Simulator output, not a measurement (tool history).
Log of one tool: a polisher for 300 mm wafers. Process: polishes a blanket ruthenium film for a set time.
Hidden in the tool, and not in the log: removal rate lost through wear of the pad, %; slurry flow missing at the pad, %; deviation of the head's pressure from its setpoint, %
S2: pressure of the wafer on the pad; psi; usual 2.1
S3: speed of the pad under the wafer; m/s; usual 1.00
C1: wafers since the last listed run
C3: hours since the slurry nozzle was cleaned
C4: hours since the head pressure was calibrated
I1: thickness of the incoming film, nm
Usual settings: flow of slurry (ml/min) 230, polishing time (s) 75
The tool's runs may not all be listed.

{"run": 1, "hour": 0.0, "flow of slurry (ml/min)": 230, "S2": 2.1, "S3": 1.0, "polishing time (s)": 75, "C1": 0, "wafers polished on this pad": 1682, "C3": 321.8, "C4": 44.8, "I1": 375.9, "film removed (Å)": 793}
{"hour": 65.8, "done": "worn pad replaced by a new one"}
{"run": 2, "hour": 66.3, "flow of slurry (ml/min)": 230, "S2": 2.1, "S3": 1.0, "polishing time (s)": 75, "C1": 580, "wafers polished on this pad": 4, "C3": 388.1, "C4": 111.1, "I1": 382.3, "film removed (Å)": 800}
{"run": 3, "hour": 100.8, "flow of slurry (ml/min)": 230, "S2": 2.1, "S3": 1.0, "polishing time (s)": 75, "C1": 321, "wafers polished on this pad": 325, "C3": 422.6, "C4": 145.6, "I1": 383.6, "film removed (Å)": 819}
{"run": 4, "hour": 206.1, "flow of slurry (ml/min)": 230, "S2": 2.1, "S3": 1.0, "polishing time (s)": 75, "C1": 980, "wafers polished on this pad": 1306, "C3": 527.9, "C4": 250.9, "I1": 383.5, "film removed (Å)": 852}
{"run": 5, "hour": 263.4, "flow of slurry (ml/min)": 190, "S2": 2.1, "S3": 1.0, "polishing time (s)": 95, "C1": 533, "wafers polished on this pad": 1839, "C3": 585.2, "C4": 308.2, "I1": 378.3, "film removed (Å)": 1024}
{"hour": 282.7, "done": "head pressure recalibrated"}
{"hour": 288.3, "done": "worn pad replaced by a new one"}
{"run": 6, "hour": 328.7, "flow of slurry (ml/min)": 190, "S2": 2.1, "S3": 1.0, "polishing time (s)": 95, "C1": 552, "wafers polished on this pad": 375, "C3": 650.5, "C4": 46.0, "I1": 377.1, "film removed (Å)": 954}
{"run": 7, "hour": 367.9, "flow of slurry (ml/min)": 230, "S2": 2.4, "S3": 1.24, "polishing time (s)": 75, "C1": 365, "wafers polished on this pad": 740, "C3": 689.7, "C4": 85.2, "I1": 376.9, "film removed (Å)": 1113}
{"run": 8, "hour": 422.6, "flow of slurry (ml/min)": 230, "S2": 2.4, "S3": 1.24, "polishing time (s)": 75, "C1": 509, "wafers polished on this pad": 1250, "C3": 744.4, "C4": 139.9, "I1": 385.1, "film removed (Å)": 1132}
{"run": 9, "hour": 480.2, "flow of slurry (ml/min)": 230, "S2": 2.4, "S3": 1.24, "polishing time (s)": 75, "C1": 536, "wafers polished on this pad": 1786, "C3": 802.0, "C4": 197.5, "I1": 374.5, "film removed (Å)": 1123}
{"hour": 543.2, "done": "worn pad replaced by a new one"}
{"hour": 550.1, "done": "slurry nozzle cleaned"}
{"run": 10, "hour": 557.8, "flow of slurry (ml/min)": 230, "S2": 2.1, "S3": 1.0, "polishing time (s)": 75, "C1": 676, "wafers polished on this pad": 126, "C3": 7.7, "C4": 275.1, "I1": 379.5, "film removed (Å)": 866}
{"hour": 616.5, "done": "head pressure recalibrated"}
{"run": 11, "hour": 632.0, "flow of slurry (ml/min)": 195, "S2": 1.8, "S3": 1.0, "polishing time (s)": 91, "C1": 672, "wafers polished on this pad": 798, "C3": 81.9, "C4": 15.5, "I1": 387.9, "film removed (Å)": 782}
{"run": 12, "hour": 696.9, "flow of slurry (ml/min)": 230, "S2": 2.1, "S3": 1.0, "polishing time (s)": 75, "C1": 604, "wafers polished on this pad": 1403, "C3": 146.8, "C4": 80.4, "I1": 375.8, "film removed (Å)": 790}
{"hour": 746.7, "done": "worn pad replaced by a new one"}
{"run": 13, "hour": 785.5, "flow of slurry (ml/min)": 230, "S2": 1.9, "S3": 1.0, "polishing time (s)": 75, "C1": 787, "wafers polished on this pad": 361, "C3": 235.4, "C4": 169.0, "I1": 378.8, "film removed (Å)": 732}
{"run": 14, "hour": 828.9, "flow of slurry (ml/min)": 180, "S2": 1.9, "S3": 0.72, "polishing time (s)": 88, "C1": 404, "wafers polished on this pad": 765, "C3": 278.8, "C4": 212.4, "I1": 375.3, "film removed (Å)": 602}
{"hour": 927.6, "done": "head pressure recalibrated"}
{"run": 15, "hour": 928.1, "flow of slurry (ml/min)": 230, "S2": 2.6, "S3": 1.26, "polishing time (s)": 75, "C1": 905, "wafers polished on this pad": 1670, "C3": 378.0, "C4": 0.5, "I1": 377.3, "film removed (Å)": 1219}
{"hour": 952.8, "done": "worn pad replaced by a new one"}
{"run": 16, "hour": 1008.4, "flow of slurry (ml/min)": 155, "S2": 2.8, "S3": 0.74, "polishing time (s)": 100, "C1": 710, "wafers polished on this pad": 517, "C3": 458.3, "C4": 80.8, "I1": 380.1, "film removed (Å)": 1004}
{"run": 17, "hour": 1107.0, "flow of slurry (ml/min)": 230, "S2": 2.1, "S3": 0.76, "polishing time (s)": 75, "C1": 918, "wafers polished on this pad": 1436, "C3": 556.9, "C4": 179.4, "I1": 380.0, "film removed (Å)": 623}
{"run": 18, "hour": 1148.2, "flow of slurry (ml/min)": 195, "S2": 2.1, "S3": 1.0, "polishing time (s)": 75, "C1": 383, "wafers polished on this pad": 1819, "C3": 598.1, "C4": 220.6, "I1": 381.4, "film removed (Å)": 820}

The tool's hidden state at each run:
removal rate lost through wear of the pad, %: 0 in every run
H1: slurry flow missing at the pad, %
H2: deviation of the head's pressure from its setpoint, %
run=1 H1=7.41 H2=0.962
run=2 H1=10.2 H2=3.09
run=3 H1=11.8 H2=4.2
run=4 H1=17.6 H2=7.58
run=5 H1=21.3 H2=9.42
run=6 H1=26 H2=1.49
run=7 H1=29.1 H2=2.75
run=8 H1=33.7 H2=4.5
run=9 H1=38.8 H2=6.35
run=10 H1=1.16 H2=8.84
run=11 H1=1.55 H2=-2.8
run=12 H1=2.41 H2=-0.721
run=13 H1=4.38 H2=2.12
run=14 H1=5.68 H2=3.52
run=15 H1=9.48 H2=0.257
run=16 H1=13.4 H2=2.83
run=17 H1=19.2 H2=6
run=18 H1=22 H2=7.32
